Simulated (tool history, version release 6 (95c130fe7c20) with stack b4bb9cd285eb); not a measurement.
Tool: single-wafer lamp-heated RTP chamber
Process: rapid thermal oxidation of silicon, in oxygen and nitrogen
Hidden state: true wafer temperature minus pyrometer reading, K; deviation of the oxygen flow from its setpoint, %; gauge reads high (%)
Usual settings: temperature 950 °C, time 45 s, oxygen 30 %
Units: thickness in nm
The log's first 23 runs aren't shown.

run,hour,temperature,time,oxygen,wafers since the last listed run,wafers since the last pyrometer calibration,hours since the oxygen flow controller was replaced,hours since the gauge calibration,"read-back reference wafer on the same gauge, thickness",thickness
24,1233.9,965,45,30,385,2152,70.9,368.5,3.161,2.820
25,1291.3,942,45,30,696,2848,128.3,425.9,3.161,2.568
26,1362.7,977,45,17,866,3715,199.7,497.3,3.162,2.657
27,1394.3,950,45,30,383,4098,231.3,528.9,3.161,2.644
# hour 1450.5: pyrometer window cleaned and pyrometer calibrated
28,1451.0,950,45,30,590,5,288.0,585.6,3.158,2.623
29,1507.0,937,37,44,679,685,344.0,641.6,3.160,2.559
30,1569.9,950,57,30,763,1448,406.9,704.5,3.159,2.819
31,1609.2,931,36,30,476,1925,446.2,743.8,3.161,2.365
32,1667.6,950,30,39,708,2633,504.6,802.2,3.160,2.503
33,1719.7,950,39,17,632,3266,556.7,854.3,3.159,2.379
34,1765.8,950,53,30,559,3825,602.8,900.4,3.157,2.776
35,1828.6,950,45,30,761,4587,665.6,963.2,3.162,2.649
# hour 1847.7: pyrometer window cleaned and pyrometer calibrated
36,1933.2,934,66,17,1172,1037,770.2,1067.8,3.160,2.535

Forecast run 37:
37,1998.2,950,45,30,788,1826,835.2,1132.8,?,?

read-back reference wafer on the same gauge, thickness: 3.158
thickness: 2.650 nm
Without the tool's hidden state the same run would have given thickness 2.650 nm.
